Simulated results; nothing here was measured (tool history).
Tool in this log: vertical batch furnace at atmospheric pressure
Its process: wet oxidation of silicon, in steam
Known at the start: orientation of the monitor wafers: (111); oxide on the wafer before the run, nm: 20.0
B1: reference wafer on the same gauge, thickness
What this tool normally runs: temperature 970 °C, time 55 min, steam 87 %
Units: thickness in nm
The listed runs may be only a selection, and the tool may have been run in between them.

Run 1, hour 0: usual settings; B1 309.39. Result: thickness 360.99 nm.
Run 2, hour 90.9: usual settings; B1 309.27. Result: thickness 361.56 nm.
Run 3, hour 127.4: usual settings; B1 309.21. Result: thickness 363.32 nm.
Run 4, hour 211.2: usual settings; B1 309.29. Result: thickness 366.01 nm.
Run 5, hour 255.8: usual settings but steam 95 %; B1 308.9. Result: thickness 385.86 nm.
Run 6, hour 319.5: usual settings but steam 95 %; B1 308.7. Result: thickness 386.45 nm.
Run 7, hour 420.7: usual settings but steam 95 %; B1 309.37. Result: thickness 389.02 nm.
At hour 435.2: gauge calibrated.
Run 8, hour 460.7: usual settings but temperature 985 °C; B1 309.19. Result: thickness 402.76 nm.
Run 9, hour 534.9: usual settings but temperature 985 °C; B1 309.16. Result: thickness 403.19 nm.
At hour 586.6: thermocouples replaced and temperature profile calibrated.
Run 10, hour 641.6: usual settings but temperature 957 °C, time 42 min, steam 97 %; B1 309.17. Result: thickness 291.46 nm.
Run 11, hour 711.3: usual settings but steam 95 %; B1 309.21. Result: thickness 378.21 nm.
Run 12, hour 816.8: usual settings but time 63 min, steam 96 %; B1 308.97. Result: thickness 412.72 nm.
Run 13, hour 878.5: usual settings but temperature 985 °C, time 28.5 min; B1 309.06. Result: thickness 256.66 nm.
At hour 978.5: steam generator serviced.
Run 14, hour 979: usual settings but temperature 946 °C, time 65 min, steam 82 %; B1 308.92. Result: thickness 322.45 nm.
Run 15, hour 1043: usual settings but temperature 983 °C, time 37 min; B1 309.15. Result: thickness 300.76 nm.
Run 16, hour 1104.4: usual settings but time 40.5 min, steam 82 %; B1 309.15. Result: thickness 280.96 nm.
Run 17, hour 1194.1: usual settings; B1 308.75. Result: thickness 358.55 nm.
Run 18, hour 1284.4: usual settings but temperature 961 °C, time 65 min, steam 91 %; B1 308.92. Result: thickness 386.26 nm.

Each row is a separate what-if for the run after 18, all from the same tool condition, not one after another. Results?
Run A, hour 1288.4: usual settings; B1 ?. Result: thickness ?.
Run B, hour 1288.4: usual settings but temperature 980 °C; B1 ?. Result: thickness ?.
Run C, hour 1288.4: usual settings but temperature 982 °C, time 44 min; B1 ?. Result: thickness ?.
Run D, hour 1288.4: usual settings but temperature 957 °C, time 37.5 min, steam 81 %; B1 ?. Result: thickness ?.

run      B1  thickness
  A  308.92     358.83
  B  308.92      382.8
  C  308.92     336.19
  D  308.92     240.81
With the hidden condition removed and each run's random variation left untouched, the same runs would have given:
run  thickness
  A      355.5
  B     379.46
  C     333.15
  D     238.18

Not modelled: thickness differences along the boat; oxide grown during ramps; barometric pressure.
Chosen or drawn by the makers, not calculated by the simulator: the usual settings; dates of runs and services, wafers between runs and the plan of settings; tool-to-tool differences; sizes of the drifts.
